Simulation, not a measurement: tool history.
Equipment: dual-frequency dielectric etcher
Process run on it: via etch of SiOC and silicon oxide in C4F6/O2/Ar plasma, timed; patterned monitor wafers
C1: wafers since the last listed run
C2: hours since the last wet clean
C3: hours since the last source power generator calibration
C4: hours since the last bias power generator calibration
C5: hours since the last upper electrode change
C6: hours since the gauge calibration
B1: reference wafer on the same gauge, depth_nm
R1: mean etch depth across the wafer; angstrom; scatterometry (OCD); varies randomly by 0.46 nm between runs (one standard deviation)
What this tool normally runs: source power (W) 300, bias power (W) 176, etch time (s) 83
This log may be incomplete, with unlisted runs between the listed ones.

Run 1, hour 0: usual settings; C1 0; C2 476.7; C3 2166.6; C4 3427.2; C5 3518.4; C6 6.6; B1 90.5. Result: R1 825 angstrom.
Run 2, hour 13.6: usual settings; C1 158; C2 490.3; C3 2180.2; C4 3440.8; C5 3532; C6 20.2; B1 90.4. Result: R1 823 angstrom.
Run 3, hour 20.6: usual settings; C1 81; C2 497.3; C3 2187.2; C4 3447.8; C5 3539; C6 27.2; B1 90.5. Result: R1 818 angstrom.
Run 4, hour 35.5: usual settings but etch time (s) 103; C1 173; C2 512.2; C3 2202.1; C4 3462.7; C5 3553.9; C6 42.1; B1 90.6. Result: R1 1008 angstrom.
Run 5, hour 50.3: usual settings; C1 172; C2 527; C3 2216.9; C4 3477.5; C5 3568.7; C6 56.9; B1 90.5. Result: R1 822 angstrom.
Run 6, hour 62.7: usual settings; C1 144; C2 539.4; C3 2229.3; C4 3489.9; C5 3581.1; C6 69.3; B1 90.5. Result: R1 814 angstrom.
Run 7, hour 78.9: usual settings; C1 189; C2 555.6; C3 2245.5; C4 3506.1; C5 3597.3; C6 85.5; B1 90.4. Result: R1 821 angstrom.
Run 8, hour 96.1: usual settings but source power (W) 250; C1 200; C2 572.8; C3 2262.7; C4 3523.3; C5 3614.5; C6 102.7; B1 90.4. Result: R1 761 angstrom.
Run 9, hour 110.7: usual settings but source power (W) 250; C1 170; C2 587.4; C3 2277.3; C4 3537.9; C5 3629.1; C6 117.3; B1 90.5. Result: R1 757 angstrom.
Run 10, hour 123.7: usual settings but source power (W) 330; C1 151; C2 600.4; C3 2290.3; C4 3550.9; C5 3642.1; C6 130.3; B1 90.4. Result: R1 848 angstrom.
Run 11, hour 139.2: usual settings but source power (W) 330; C1 180; C2 615.9; C3 2305.8; C4 3566.4; C5 3657.6; C6 145.8; B1 90.6. Result: R1 837 angstrom.
At hour 154.3: bias power generator calibrated.
At hour 170.8: upper electrode replaced.
Run 12, hour 171.3: usual settings but source power (W) 330; C1 136; C2 648; C3 2337.9; C4 17; C5 0.5; C6 177.9; B1 90.4. Result: R1 849 angstrom.
Run 13, hour 171.6: usual settings; C1 3; C2 648.3; C3 2338.2; C4 17.3; C5 0.8; C6 178.2; B1 90.4. Result: R1 809 angstrom.
Run 14, hour 177: usual settings; C1 63; C2 653.7; C3 2343.6; C4 22.7; C5 6.2; C6 183.6; B1 90.6. Result: R1 809 angstrom.
Run 15, hour 188.2: usual settings; C1 130; C2 664.9; C3 2354.8; C4 33.9; C5 17.4; C6 194.8; B1 90.5. Result: R1 813 angstrom.
At hour 211.5: gauge calibrated.
At hour 220.8: wet clean of the chamber.
Run 16, hour 221.3: usual settings but source power (W) 380, bias power (W) 151, etch time (s) 96; C1 106; C2 0.5; C3 2387.9; C4 67; C5 50.5; C6 9.8; B1 90.4. Result: R1 1027 angstrom.
Run 17, hour 221.7: usual settings but source power (W) 270, bias power (W) 147; C1 4; C2 0.9; C3 2388.3; C4 67.4; C5 50.9; C6 10.2; B1 90.4. Result: R1 776 angstrom.
Run 18, hour 225.6: usual settings but bias power (W) 136; C1 45; C2 4.8; C3 2392.2; C4 71.3; C5 54.8; C6 14.1; B1 90.4. Result: R1 782 angstrom.
Run 19, hour 234.9: usual settings; C1 108; C2 14.1; C3 2401.5; C4 80.6; C5 64.1; C6 23.4; B1 90.5. Result: R1 857 angstrom.
Run 20, hour 247.6: usual settings; C1 148; C2 26.8; C3 2414.2; C4 93.3; C5 76.8; C6 36.1; B1 90.6. Result: R1 859 angstrom.
At hour 257.2: source power generator calibrated.
Run 21, hour 260: usual settings but source power (W) 350, etch time (s) 101.5; C1 98; C2 39.2; C3 2.8; C4 105.7; C5 89.2; C6 48.5; B1 90.5. Result: R1 1105 angstrom.
Run 22, hour 267: usual settings but source power (W) 230, bias power (W) 159, etch time (s) 105.5; C1 81; C2 46.2; C3 9.8; C4 112.7; C5 96.2; C6 55.5; B1 90.5. Result: R1 955 angstrom.
Run 23, hour 277.6: usual settings; C1 123; C2 56.8; C3 20.4; C4 123.3; C5 106.8; C6 66.1; B1 90.5. Result: R1 863 angstrom.
Run 24, hour 288.4: usual settings; C1 126; C2 67.6; C3 31.2; C4 134.1; C5 117.6; C6 76.9; B1 90.5. Result: R1 854 angstrom.
Run 25, hour 299.1: usual settings but bias power (W) 191, etch time (s) 97; C1 124; C2 78.3; C3 41.9; C4 144.8; C5 128.3; C6 87.6; B1 90.5. Result: R1 1025 angstrom.
Run 26, hour 309: usual settings but bias power (W) 219, etch time (s) 76; C1 115; C2 88.2; C3 51.8; C4 154.7; C5 138.2; C6 97.5; B1 90.5. Result: R1 833 angstrom.
Run 27, hour 319.6: usual settings; C1 123; C2 98.8; C3 62.4; C4 165.3; C5 148.8; C6 108.1; B1 90.5. Result: R1 852 angstrom.
Run 28, hour 334.5: usual settings but source power (W) 320, bias power (W) 157, etch time (s) 94; C1 173; C2 113.7; C3 77.3; C4 180.2; C5 163.7; C6 123; B1 90.5. Result: R1 949 angstrom.

Entry by entry between the runs, the difference in hidden state between the last listed run before and the first listed run after:
Logged between run 11 and run 12: bias power generator calibrated (hour 154.3); upper electrode replaced (hour 170.8)
  etch rate over this chamber's usual, %: -5.25 -> -5.53
  measured result minus the result with no hidden state, R1: -46 -> -50 angstrom
Logged between run 15 and run 16: gauge calibrated (hour 211.5); wet clean of the chamber (hour 220.8)
  etch rate over this chamber's usual, %: -5.67 -> 0.167
  measured result minus the result with no hidden state, R1: -48 -> +2 angstrom
Logged between run 20 and run 21: source power generator calibrated (hour 257.2)
  etch rate over this chamber's usual, %: -0.0603 -> -0.168
  measured result minus the result with no hidden state, R1: -1 -> -2 angstrom
